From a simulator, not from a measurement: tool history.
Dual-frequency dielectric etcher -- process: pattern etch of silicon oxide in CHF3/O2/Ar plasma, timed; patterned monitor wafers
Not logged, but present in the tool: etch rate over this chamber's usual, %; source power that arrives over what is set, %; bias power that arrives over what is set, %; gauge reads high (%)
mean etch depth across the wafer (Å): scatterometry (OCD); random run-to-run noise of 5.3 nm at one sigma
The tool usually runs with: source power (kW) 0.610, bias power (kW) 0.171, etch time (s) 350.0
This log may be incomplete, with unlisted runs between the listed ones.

| run | hour | source power (kW) | bias power (kW) | etch time (s) | wafers since the last listed run | hours since the last wet clean | hours since the last source power generator calibration | hours since the last bias power generator calibration | hours since the last upper electrode change | hours since the gauge calibration | read-back reference wafer on the same gauge, depth_nm | mean etch depth across the wafer (Å) |
|---|---|---|---|---|---|---|---|---|---|---|---|---|
| 1 | 0.0 | 0.610 | 0.171 | 350.0 | 0 | 379.0 | 4113.5 | 3643.2 | 4191.2 | 162.8 | 621.4 | 7858 |
| 2 | 23.8 | 0.610 | 0.171 | 350.0 | 106 | 402.8 | 4137.3 | 3667.0 | 4215.0 | 186.6 | 622.2 | 7871 |
| 3 | 51.1 | 0.610 | 0.171 | 350.0 | 121 | 430.1 | 4164.6 | 3694.3 | 4242.3 | 213.9 | 620.9 | 7807 |
| 4 | 63.3 | 0.610 | 0.171 | 350.0 | 54 | 442.3 | 4176.8 | 3706.5 | 4254.5 | 226.1 | 622.4 | 8007 |
| 5 | 79.2 | 0.610 | 0.171 | 350.0 | 70 | 458.2 | 4192.7 | 3722.4 | 4270.4 | 242.0 | 621.4 | 7957 |
| 6 | 102.5 | 0.610 | 0.171 | 350.0 | 103 | 481.5 | 4216.0 | 3745.7 | 4293.7 | 265.3 | 622.5 | 7878 |
| 7 | 126.0 | 0.610 | 0.171 | 350.0 | 104 | 505.0 | 4239.5 | 3769.2 | 4317.2 | 288.8 | 621.7 | 7937 |
| 8 | 146.6 | 0.610 | 0.171 | 350.0 | 91 | 525.6 | 4260.1 | 3789.8 | 4337.8 | 309.4 | 621.4 | 7981 |
|  | 159.7 | bias power generator calibrated |
| 9 | 176.2 | 0.610 | 0.171 | 350.0 | 114 | 555.2 | 4289.7 | 16.5 | 4367.4 | 339.0 | 621.9 | 7984 |
|  | 194.3 | source power generator calibrated |
| 10 | 212.0 | 0.610 | 0.171 | 350.0 | 141 | 591.0 | 17.7 | 52.3 | 4403.2 | 374.8 | 622.3 | 7931 |
|  | 248.5 | wet clean of the chamber |
| 11 | 249.0 | 0.610 | 0.171 | 350.0 | 57 | 0.5 | 54.7 | 89.3 | 4440.2 | 411.8 | 622.2 | 8193 |
| 12 | 249.4 | 0.610 | 0.171 | 350.0 | 1 | 0.9 | 55.1 | 89.7 | 4440.6 | 412.2 | 622.4 | 8096 |
| 13 | 282.7 | 0.720 | 0.171 | 350.0 | 148 | 34.2 | 88.4 | 123.0 | 4473.9 | 445.5 | 622.1 | 8840 |
| 14 | 308.3 | 0.610 | 0.171 | 350.0 | 114 | 59.8 | 114.0 | 148.6 | 4499.5 | 471.1 | 621.6 | 8110 |
|  | 339.3 | upper electrode replaced |
| 15 | 339.8 | 0.690 | 0.171 | 405.5 | 33 | 91.3 | 145.5 | 180.1 | 0.5 | 502.6 | 621.7 | 9983 |
| 16 | 348.7 | 0.610 | 0.171 | 350.0 | 39 | 100.2 | 154.4 | 189.0 | 9.4 | 511.5 | 621.7 | 8292 |
|  | 370.8 | gauge calibrated |
|  | 399.8 | wet clean of the chamber, repeated, since the last time left the tool worse |
| 17 | 400.3 | 0.610 | 0.135 | 395.5 | 123 | 0.5 | 206.0 | 240.6 | 61.0 | 29.5 | 622.3 | 8097 |
| 18 | 412.0 | 0.700 | 0.144 | 350.0 | 52 | 12.2 | 217.7 | 252.3 | 72.7 | 41.2 | 621.8 | 7705 |
| 19 | 510.5 | 0.520 | 0.210 | 350.0 | 439 | 110.7 | 316.2 | 350.8 | 171.2 | 139.7 | 622.5 | 7736 |
| 20 | 546.0 | 0.710 | 0.182 | 389.0 | 158 | 146.2 | 351.7 | 386.3 | 206.7 | 175.2 | 621.6 | 9288 |
| 21 | 559.9 | 0.480 | 0.204 | 451.5 | 61 | 160.1 | 365.6 | 400.2 | 220.6 | 189.1 | 622.1 | 9574 |
| 22 | 583.9 | 0.690 | 0.171 | 405.5 | 106 | 184.1 | 389.6 | 424.2 | 244.6 | 213.1 | 621.6 | 9392 |
| 23 | 619.4 | 0.740 | 0.150 | 350.0 | 158 | 219.6 | 425.1 | 459.7 | 280.1 | 248.6 | 622.2 | 8104 |
| 24 | 648.3 | 0.670 | 0.146 | 350.0 | 128 | 248.5 | 454.0 | 488.6 | 309.0 | 277.5 | 622.6 | 7709 |
| 25 | 707.8 | 0.700 | 0.139 | 436.5 | 265 | 308.0 | 513.5 | 548.1 | 368.5 | 337.0 | 622.7 | 9773 |
| 26 | 727.3 | 0.560 | 0.171 | 386.5 | 86 | 327.5 | 533.0 | 567.6 | 388.0 | 356.5 | 621.8 | 8347 |
| 27 | 755.6 | 0.730 | 0.212 | 416.5 | 126 | 355.8 | 561.3 | 595.9 | 416.3 | 384.8 | 622.0 | 10734 |
| 28 | 777.6 | 0.560 | 0.145 | 313.5 | 98 | 377.8 | 583.3 | 617.9 | 438.3 | 406.8 | 623.0 | 6498 |
| 29 | 798.5 | 0.700 | 0.139 | 436.5 | 93 | 398.7 | 604.2 | 638.8 | 459.2 | 427.7 | 622.2 | 9822 |

5 ways to go on from here, each from the tool as it stands after run 29. What would each give?
| A | 799.0 | 0.610 | 0.171 | 305.5 | 2 | 399.2 | 604.7 | 639.3 | 459.7 | 428.2 | ? | ? |
| B | 799.0 | 0.670 | 0.144 | 406.0 | 2 | 399.2 | 604.7 | 639.3 | 459.7 | 428.2 | ? | ? |
| C | 799.0 | 0.610 | 0.190 | 350.0 | 2 | 399.2 | 604.7 | 639.3 | 459.7 | 428.2 | ? | ? |
| D | 799.0 | 0.610 | 0.214 | 350.0 | 2 | 399.2 | 604.7 | 639.3 | 459.7 | 428.2 | ? | ? |
| E | 799.0 | 0.460 | 0.146 | 394.5 | 2 | 399.2 | 604.7 | 639.3 | 459.7 | 428.2 | ? | ? |

| run | read-back reference wafer on the same gauge, depth_nm | mean etch depth across the wafer (Å) |
|---|---|---|
| A | 622.9 | 6899 |
| B | 622.9 | 9054 |
| C | 622.9 | 8170 |
| D | 622.9 | 8490 |
| E | 622.9 | 7525 |
Without the tool's hidden state the same runs would have given:
| run | mean etch depth across the wafer (Å) |
|---|---|
| A | 6727 |
| B | 8829 |
| C | 7966 |
| D | 8278 |
| E | 7337 |

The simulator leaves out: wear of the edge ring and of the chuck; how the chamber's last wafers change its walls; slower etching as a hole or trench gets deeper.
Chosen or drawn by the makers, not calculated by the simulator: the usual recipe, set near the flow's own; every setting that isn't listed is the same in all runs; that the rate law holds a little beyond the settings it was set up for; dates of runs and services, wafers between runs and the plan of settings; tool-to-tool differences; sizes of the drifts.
